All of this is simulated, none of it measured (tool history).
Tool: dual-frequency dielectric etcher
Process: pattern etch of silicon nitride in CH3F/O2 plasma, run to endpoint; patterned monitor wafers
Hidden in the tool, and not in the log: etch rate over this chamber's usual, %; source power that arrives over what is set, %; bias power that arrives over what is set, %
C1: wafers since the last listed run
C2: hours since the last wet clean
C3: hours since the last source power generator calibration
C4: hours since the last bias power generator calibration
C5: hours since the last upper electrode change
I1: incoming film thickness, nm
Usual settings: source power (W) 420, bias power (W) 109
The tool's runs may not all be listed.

run 1 day=0 | source_power_(W)=420 bias_power_(W)=109 | C1=0 C2=481.9 C3=3373.7 C4=1736.1 C5=2419.8 | I1=78.1 | endpoint_time_(s)=82.2
-- day=1.688 wet clean of the chamber
run 2 day=1.708 | source_power_(W)=420 bias_power_(W)=109 | C1=87 C2=0.5 C3=3414.7 C4=1777.1 C5=2460.8 | I1=78.7 | endpoint_time_(s)=78.9
run 3 day=2.642 | source_power_(W)=350 bias_power_(W)=117 | C1=115 C2=22.9 C3=3437.1 C4=1799.5 C5=2483.2 | I1=78.1 | endpoint_time_(s)=80.3
run 4 day=5.362 | source_power_(W)=350 bias_power_(W)=117 | C1=336 C2=88.2 C3=3502.4 C4=1864.8 C5=2548.5 | I1=78.6 | endpoint_time_(s)=81
run 5 day=7.854 | source_power_(W)=350 bias_power_(W)=117 | C1=307 C2=148 C3=3562.2 C4=1924.6 C5=2608.3 | I1=78.4 | endpoint_time_(s)=82.1
run 6 day=9.1 | source_power_(W)=420 bias_power_(W)=90 | C1=153 C2=177.9 C3=3592.1 C4=1954.5 C5=2638.2 | I1=78.9 | endpoint_time_(s)=88.2
run 7 day=11.275 | source_power_(W)=420 bias_power_(W)=90 | C1=268 C2=230.1 C3=3644.3 C4=2006.7 C5=2690.4 | I1=78 | endpoint_time_(s)=87.7
run 8 day=12.392 | source_power_(W)=420 bias_power_(W)=90 | C1=137 C2=256.9 C3=3671.1 C4=2033.5 C5=2717.2 | I1=79.5 | endpoint_time_(s)=91
-- day=14.233 source power generator calibrated
run 9 day=14.925 | source_power_(W)=420 bias_power_(W)=109 | C1=292 C2=317.7 C3=16.6 C4=2094.3 C5=2778 | I1=78.6 | endpoint_time_(s)=82.6
-- day=16.912 upper electrode replaced
run 10 day=16.933 | source_power_(W)=350 bias_power_(W)=89 | C1=124 C2=365.9 C3=64.8 C4=2142.5 C5=0.5 | I1=78.4 | endpoint_time_(s)=96.2
run 11 day=19.467 | source_power_(W)=420 bias_power_(W)=109 | C1=312 C2=426.7 C3=125.6 C4=2203.3 C5=61.3 | I1=78.4 | endpoint_time_(s)=82.8
run 12 day=21.821 | source_power_(W)=420 bias_power_(W)=109 | C1=290 C2=483.2 C3=182.1 C4=2259.8 C5=117.8 | I1=79 | endpoint_time_(s)=82.1
-- day=23.133 wet clean of the chamber
run 13 day=24.467 | source_power_(W)=420 bias_power_(W)=109 | C1=203 C2=32 C3=245.6 C4=2323.3 C5=181.3 | I1=79.3 | endpoint_time_(s)=79.4
run 14 day=25.933 | source_power_(W)=420 bias_power_(W)=109 | C1=181 C2=67.2 C3=280.8 C4=2358.5 C5=216.5 | I1=79.3 | endpoint_time_(s)=80.9
run 15 day=27.292 | source_power_(W)=330 bias_power_(W)=100 | C1=167 C2=99.8 C3=313.4 C4=2391.1 C5=249.1 | I1=78 | endpoint_time_(s)=87.9
run 16 day=29.208 | source_power_(W)=340 bias_power_(W)=125 | C1=236 C2=145.8 C3=359.4 C4=2437.1 C5=295.1 | I1=79 | endpoint_time_(s)=79.6
run 17 day=31.746 | source_power_(W)=480 bias_power_(W)=121 | C1=313 C2=206.7 C3=420.3 C4=2498 C5=356 | I1=79.1 | endpoint_time_(s)=74
run 18 day=34.096 | source_power_(W)=420 bias_power_(W)=109 | C1=290 C2=263.1 C3=476.7 C4=2554.4 C5=412.4 | I1=79 | endpoint_time_(s)=80.4
run 19 day=36.179 | source_power_(W)=420 bias_power_(W)=84 | C1=257 C2=313.1 C3=526.7 C4=2604.4 C5=462.4 | I1=78.6 | endpoint_time_(s)=92.3
run 20 day=38.375 | source_power_(W)=420 bias_power_(W)=109 | C1=271 C2=365.8 C3=579.4 C4=2657.1 C5=515.1 | I1=77.8 | endpoint_time_(s)=80.5
run 21 day=40.517 | source_power_(W)=510 bias_power_(W)=89 | C1=264 C2=417.2 C3=630.8 C4=2708.5 C5=566.5 | I1=77.6 | endpoint_time_(s)=83.4
-- day=43.762 wet clean of the chamber
run 22 day=43.783 | source_power_(W)=420 bias_power_(W)=109 | C1=280 C2=0.5 C3=709.2 C4=2786.9 C5=644.9 | I1=78.9 | endpoint_time_(s)=80
run 23 day=45.908 | source_power_(W)=470 bias_power_(W)=101 | C1=262 C2=51.5 C3=760.2 C4=2837.9 C5=695.9 | I1=79.1 | endpoint_time_(s)=80.3
-- day=47.283 bias power generator calibrated
run 24 day=48.662 | source_power_(W)=420 bias_power_(W)=109 | C1=319 C2=117.6 C3=826.3 C4=33.1 C5=762 | I1=78.6 | endpoint_time_(s)=81
run 25 day=49.75 | source_power_(W)=470 bias_power_(W)=132 | C1=134 C2=143.7 C3=852.4 C4=59.2 C5=788.1 | I1=78.6 | endpoint_time_(s)=71
run 26 day=51.183 | source_power_(W)=360 bias_power_(W)=116 | C1=177 C2=178.1 C3=886.8 C4=93.6 C5=822.5 | I1=79 | endpoint_time_(s)=81.6
run 27 day=52.962 | source_power_(W)=510 bias_power_(W)=124 | C1=219 C2=220.8 C3=929.5 C4=136.3 C5=865.2 | I1=78.9 | endpoint_time_(s)=71.7
run 28 day=55.008 | source_power_(W)=420 bias_power_(W)=109 | C1=252 C2=269.9 C3=978.6 C4=185.4 C5=914.3 | I1=79.2 | endpoint_time_(s)=82.1
run 29 day=57.888 | source_power_(W)=420 bias_power_(W)=109 | C1=355 C2=339 C3=1047.7 C4=254.5 C5=983.4 | I1=78.2 | endpoint_time_(s)=80.7
-- day=60.804 wet clean of the chamber
run 30 day=60.825 | source_power_(W)=340 bias_power_(W)=93 | C1=239 C2=0.5 C3=1118.2 C4=325 C5=1053.9 | I1=78.5 | endpoint_time_(s)=91.1
run 31 day=61.667 | source_power_(W)=480 bias_power_(W)=121 | C1=103 C2=20.7 C3=1138.4 C4=345.2 C5=1074.1 | I1=78.5 | endpoint_time_(s)=72.1
run 32 day=63.246 | source_power_(W)=390 bias_power_(W)=128 | C1=195 C2=58.6 C3=1176.3 C4=383.1 C5=1112 | I1=79.5 | endpoint_time_(s)=75
run 33 day=65.867 | source_power_(W)=390 bias_power_(W)=130 | C1=323 C2=121.5 C3=1239.2 C4=446 C5=1174.9 | I1=78.7 | endpoint_time_(s)=74.7
run 34 day=67.104 | source_power_(W)=420 bias_power_(W)=109 | C1=152 C2=151.2 C3=1268.9 C4=475.7 C5=1204.6 | I1=78 | endpoint_time_(s)=79.4

Measured less the same run without the tool's hidden state. The same run-to-run variation is in both; the gauge's scatter may not be:
run=1 endpoint_time_(s)=+2.6
run=2 endpoint_time_(s)=+0.2
run=3 endpoint_time_(s)=+0.3
run=4 endpoint_time_(s)=+0.8
run=5 endpoint_time_(s)=+1.2
run=6 endpoint_time_(s)=+1.4
run=7 endpoint_time_(s)=+1.8
run=8 endpoint_time_(s)=+2
run=9 endpoint_time_(s)=+2.2
run=10 endpoint_time_(s)=+2.9
run=11 endpoint_time_(s)=+2.9
run=12 endpoint_time_(s)=+3.2
run=13 endpoint_time_(s)=-0.1
run=14 endpoint_time_(s)=+0.1
run=15 endpoint_time_(s)=+0.4
run=16 endpoint_time_(s)=+0.6
run=17 endpoint_time_(s)=+0.9
run=18 endpoint_time_(s)=+1.3
run=19 endpoint_time_(s)=+1.9
run=20 endpoint_time_(s)=+2
run=21 endpoint_time_(s)=+2.3
run=22 endpoint_time_(s)=+0
run=23 endpoint_time_(s)=+0.4
run=24 endpoint_time_(s)=+0.8
run=25 endpoint_time_(s)=+0.9
run=26 endpoint_time_(s)=+1.1
run=27 endpoint_time_(s)=+1.3
run=28 endpoint_time_(s)=+1.7
run=29 endpoint_time_(s)=+2.1
run=30 endpoint_time_(s)=-0.4
run=31 endpoint_time_(s)=-0.2
run=32 endpoint_time_(s)=+0
run=33 endpoint_time_(s)=+0.4
run=34 endpoint_time_(s)=+0.5
